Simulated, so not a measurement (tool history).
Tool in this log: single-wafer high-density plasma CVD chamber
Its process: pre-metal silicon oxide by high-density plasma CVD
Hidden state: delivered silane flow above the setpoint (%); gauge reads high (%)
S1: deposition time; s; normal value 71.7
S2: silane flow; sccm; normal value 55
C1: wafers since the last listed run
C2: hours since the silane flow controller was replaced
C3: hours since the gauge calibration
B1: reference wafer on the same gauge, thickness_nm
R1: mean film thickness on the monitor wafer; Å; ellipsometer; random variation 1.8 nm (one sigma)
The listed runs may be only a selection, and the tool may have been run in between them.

run,hour,S1,S2,C1,C2,C3,B1,R1
1,0,71.7,55,0,3820.5,1107.5,419.137,4206.62
2,57.7,71.7,55,1020,3878.2,1165.2,419.257,4191.78
3,104.9,71.7,55,835,3925.4,1212.4,418.822,4232.2
4,159.6,75.7,55,967,3980.1,1267.1,419.276,4448.3
5,205.6,75.7,55,813,4026.1,1313.1,418.639,4409.2
6,231.9,77.1,49,465,4052.4,1339.4,419.269,4020.64
7,284.5,77.1,49,930,4105,1392,419.033,4018.89
8,344.6,71.7,55,1063,4165.1,1452.1,418.887,4223.69
9,382.5,71.7,55,670,4203,1490,418.457,4192.58
10,450.3,71.7,55,1199,4270.8,1557.8,419.09,4190.49
11,498.4,71.7,55,851,4318.9,1605.9,418.509,4191.09
12,564.2,71.7,55,1164,4384.7,1671.7,418.427,4219.76
# hour 573.9: silane flow controller replaced
13,589.4,71.7,55,304,15.5,1696.9,419.434,4222.77
14,620.2,71.7,55,544,46.3,1727.7,419.166,4192.87
15,649.5,71.7,55,518,75.6,1757,419.15,4210.94
# hour 654.7: gauge calibrated
16,714.5,64.1,48,1150,140.6,59.8,418.45,3271.28
17,743.2,67.5,55,507,169.3,88.5,419.505,3951.13
18,777.7,71.7,55,610,203.8,123,418.475,4179.37
19,828.2,71.7,51,893,254.3,173.5,419.588,3876.6
20,876.8,85.9,55,859,302.9,222.1,419.238,5037.13
21,933,71.7,61,994,359.1,278.3,418.594,4673.06
22,984.2,79.1,50,905,410.3,329.5,419.131,4213.42
23,1032.4,81.5,47,852,458.5,377.7,419.244,4039.76
24,1063.6,66.5,55,552,489.7,408.9,418.555,3885.17
25,1091.4,81.3,64,491,517.5,436.7,418.695,5511.15
26,1147,67.5,55,983,573.1,492.3,418.911,3972.38
27,1185.3,67.2,55,677,611.4,530.6,419,3935.38
28,1213.4,64.6,55,497,639.5,558.7,418.927,3824.22
29,1269,82.5,65,983,695.1,614.3,418.972,5649.38
30,1339.8,71.7,55,1252,765.9,685.1,418.718,4179.77

What the log doesn't show, run by run:
delivered silane flow above the setpoint (%): 0 on each run
gauge reads high (%): 0 on each run
